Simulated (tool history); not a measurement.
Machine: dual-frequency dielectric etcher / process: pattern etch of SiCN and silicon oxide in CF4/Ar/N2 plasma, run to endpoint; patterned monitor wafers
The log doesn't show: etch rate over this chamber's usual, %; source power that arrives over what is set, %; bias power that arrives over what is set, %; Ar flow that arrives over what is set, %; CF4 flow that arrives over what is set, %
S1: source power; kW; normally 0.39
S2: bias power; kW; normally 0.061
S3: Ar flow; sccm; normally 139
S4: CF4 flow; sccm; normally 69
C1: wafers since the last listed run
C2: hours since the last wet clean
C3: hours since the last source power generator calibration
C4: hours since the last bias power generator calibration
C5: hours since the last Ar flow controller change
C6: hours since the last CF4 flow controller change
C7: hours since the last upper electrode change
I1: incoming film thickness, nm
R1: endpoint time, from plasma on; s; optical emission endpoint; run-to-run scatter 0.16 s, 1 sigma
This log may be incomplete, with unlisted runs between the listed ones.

{"run": 1, "hour": 0.0, "S1": 0.39, "S2": 0.061, "S3": 139, "S4": 69, "C1": 0, "C2": 3.2, "C3": 2460.1, "C4": 1305.8, "C5": 1610.4, "C6": 5106.3, "C7": 4678.6, "I1": 14.2, "R1": 21.7}
{"run": 2, "hour": 66.5, "S1": 0.39, "S2": 0.061, "S3": 115, "S4": 69, "C1": 1084, "C2": 69.7, "C3": 2526.6, "C4": 1372.3, "C5": 1676.9, "C6": 5172.8, "C7": 4745.1, "I1": 14.28, "R1": 20.5}
{"run": 3, "hour": 98.6, "S1": 0.39, "S2": 0.061, "S3": 139, "S4": 69, "C1": 523, "C2": 101.8, "C3": 2558.7, "C4": 1404.4, "C5": 1709, "C6": 5204.9, "C7": 4777.2, "I1": 14.18, "R1": 21.9}
{"run": 4, "hour": 162.1, "S1": 0.39, "S2": 0.061, "S3": 139, "S4": 69, "C1": 1035, "C2": 165.3, "C3": 2622.2, "C4": 1467.9, "C5": 1772.5, "C6": 5268.4, "C7": 4840.7, "I1": 14.32, "R1": 22.2}
{"run": 5, "hour": 187.0, "S1": 0.39, "S2": 0.061, "S3": 139, "S4": 69, "C1": 406, "C2": 190.2, "C3": 2647.1, "C4": 1492.8, "C5": 1797.4, "C6": 5293.3, "C7": 4865.6, "I1": 14.34, "R1": 22.1}
{"run": 6, "hour": 214.4, "S1": 0.39, "S2": 0.054, "S3": 139, "S4": 69, "C1": 446, "C2": 217.6, "C3": 2674.5, "C4": 1520.2, "C5": 1824.8, "C6": 5320.7, "C7": 4893, "I1": 14.23, "R1": 23.3}
{"run": 7, "hour": 247.8, "S1": 0.39, "S2": 0.054, "S3": 139, "S4": 69, "C1": 544, "C2": 251, "C3": 2707.9, "C4": 1553.6, "C5": 1858.2, "C6": 5354.1, "C7": 4926.4, "I1": 14.42, "R1": 23.6}
{"run": 8, "hour": 279.7, "S1": 0.39, "S2": 0.054, "S3": 139, "S4": 69, "C1": 520, "C2": 282.9, "C3": 2739.8, "C4": 1585.5, "C5": 1890.1, "C6": 5386, "C7": 4958.3, "I1": 14.42, "R1": 23.9}
{"run": 9, "hour": 321.1, "S1": 0.39, "S2": 0.061, "S3": 139, "S4": 74, "C1": 675, "C2": 324.3, "C3": 2781.2, "C4": 1626.9, "C5": 1931.5, "C6": 5427.4, "C7": 4999.7, "I1": 14.27, "R1": 21.9}
{"hour": 356.5, "done": "CF4 flow controller replaced"}
{"run": 10, "hour": 442.6, "S1": 0.39, "S2": 0.061, "S3": 139, "S4": 74, "C1": 1884, "C2": 445.8, "C3": 2902.7, "C4": 1748.4, "C5": 2053, "C6": 86.1, "C7": 5121.2, "I1": 14.28, "R1": 22.3}
{"run": 11, "hour": 493.7, "S1": 0.39, "S2": 0.065, "S3": 119, "S4": 69, "C1": 833, "C2": 496.9, "C3": 2953.8, "C4": 1799.5, "C5": 2104.1, "C6": 137.2, "C7": 5172.3, "I1": 14.17, "R1": 21.1}
{"run": 12, "hour": 519.0, "S1": 0.39, "S2": 0.061, "S3": 139, "S4": 69, "C1": 412, "C2": 522.2, "C3": 2979.1, "C4": 1824.8, "C5": 2129.4, "C6": 162.5, "C7": 5197.6, "I1": 14.14, "R1": 22.8}
{"hour": 568.5, "done": "Ar flow controller replaced"}
{"run": 13, "hour": 574.4, "S1": 0.39, "S2": 0.061, "S3": 139, "S4": 69, "C1": 805, "C2": 577.6, "C3": 3034.5, "C4": 1880.2, "C5": 5.9, "C6": 217.9, "C7": 5253, "I1": 14.3, "R1": 23.2}
{"hour": 612.0, "done": "bias power generator calibrated"}
{"hour": 614.5, "done": "wet clean of the chamber"}
{"hour": 621.2, "done": "source power generator calibrated"}
{"hour": 644.9, "done": "upper electrode replaced, of another model than before"}
{"run": 14, "hour": 645.4, "S1": 0.35, "S2": 0.05, "S3": 107, "S4": 54, "C1": 601, "C2": 30.9, "C3": 24.2, "C4": 33.4, "C5": 76.9, "C6": 288.9, "C7": 0.5, "I1": 14.27, "R1": 26.6}
{"run": 15, "hour": 660.9, "S1": 0.31, "S2": 0.048, "S3": 139, "S4": 59, "C1": 252, "C2": 46.4, "C3": 39.7, "C4": 48.9, "C5": 92.4, "C6": 304.4, "C7": 16, "I1": 14.31, "R1": 33.8}
{"run": 16, "hour": 720.8, "S1": 0.46, "S2": 0.061, "S3": 168, "S4": 69, "C1": 977, "C2": 106.3, "C3": 99.6, "C4": 108.8, "C5": 152.3, "C6": 364.3, "C7": 75.9, "I1": 14.12, "R1": 18.7}
{"run": 17, "hour": 783.1, "S1": 0.49, "S2": 0.071, "S3": 139, "S4": 54, "C1": 1016, "C2": 168.6, "C3": 161.9, "C4": 171.1, "C5": 214.6, "C6": 426.6, "C7": 138.2, "I1": 14.34, "R1": 16.4}
{"run": 18, "hour": 852.2, "S1": 0.48, "S2": 0.067, "S3": 159, "S4": 83, "C1": 1127, "C2": 237.7, "C3": 231, "C4": 240.2, "C5": 283.7, "C6": 495.7, "C7": 207.3, "I1": 14.27, "R1": 16.7}
{"run": 19, "hour": 887.7, "S1": 0.39, "S2": 0.061, "S3": 139, "S4": 69, "C1": 579, "C2": 273.2, "C3": 266.5, "C4": 275.7, "C5": 319.2, "C6": 531.2, "C7": 242.8, "I1": 14.1, "R1": 21.7}
{"run": 20, "hour": 957.3, "S1": 0.39, "S2": 0.061, "S3": 139, "S4": 69, "C1": 1135, "C2": 342.8, "C3": 336.1, "C4": 345.3, "C5": 388.8, "C6": 600.8, "C7": 312.4, "I1": 14.32, "R1": 22.6}
{"run": 21, "hour": 987.9, "S1": 0.3, "S2": 0.048, "S3": 139, "S4": 54, "C1": 499, "C2": 373.4, "C3": 366.7, "C4": 375.9, "C5": 419.4, "C6": 631.4, "C7": 343, "I1": 14.22, "R1": 37.1}
{"run": 22, "hour": 1034.6, "S1": 0.39, "S2": 0.074, "S3": 155, "S4": 69, "C1": 761, "C2": 420.1, "C3": 413.4, "C4": 422.6, "C5": 466.1, "C6": 678.1, "C7": 389.7, "I1": 14.25, "R1": 20.7}

Here are 5 independent what-if runs from the current tool condition. What would each one return?
{"run": "A", "hour": 1035.0, "S1": 0.39, "S2": 0.061, "S3": 139, "S4": 69, "C1": 6, "C2": 420.5, "C3": 413.8, "C4": 423, "C5": 466.5, "C6": 678.5, "C7": 390.1, "I1": 14.38, "R1": "?"}
{"run": "B", "hour": 1035.0, "S1": 0.34, "S2": 0.061, "S3": 139, "S4": 69, "C1": 6, "C2": 420.5, "C3": 413.8, "C4": 423, "C5": 466.5, "C6": 678.5, "C7": 390.1, "I1": 14.38, "R1": "?"}
{"run": "C", "hour": 1035.0, "S1": 0.43, "S2": 0.049, "S3": 107, "S4": 62, "C1": 6, "C2": 420.5, "C3": 413.8, "C4": 423, "C5": 466.5, "C6": 678.5, "C7": 390.1, "I1": 14.38, "R1": "?"}
{"run": "D", "hour": 1035.0, "S1": 0.39, "S2": 0.061, "S3": 130, "S4": 86, "C1": 6, "C2": 420.5, "C3": 413.8, "C4": 423, "C5": 466.5, "C6": 678.5, "C7": 390.1, "I1": 14.38, "R1": "?"}
{"run": "E", "hour": 1035.0, "S1": 0.42, "S2": 0.061, "S3": 139, "S4": 84, "C1": 6, "C2": 420.5, "C3": 413.8, "C4": 423, "C5": 466.5, "C6": 678.5, "C7": 390.1, "I1": 14.38, "R1": "?"}

run=A R1=22.5
run=B R1=26.5
run=C R1=21.4
run=D R1=21.2
run=E R1=19.9
With the hidden condition removed and each run's random variation left untouched, the same runs would have given:
run=A R1=21.7
run=B R1=25.5
run=C R1=20.6
run=D R1=20.4
run=E R1=19.2

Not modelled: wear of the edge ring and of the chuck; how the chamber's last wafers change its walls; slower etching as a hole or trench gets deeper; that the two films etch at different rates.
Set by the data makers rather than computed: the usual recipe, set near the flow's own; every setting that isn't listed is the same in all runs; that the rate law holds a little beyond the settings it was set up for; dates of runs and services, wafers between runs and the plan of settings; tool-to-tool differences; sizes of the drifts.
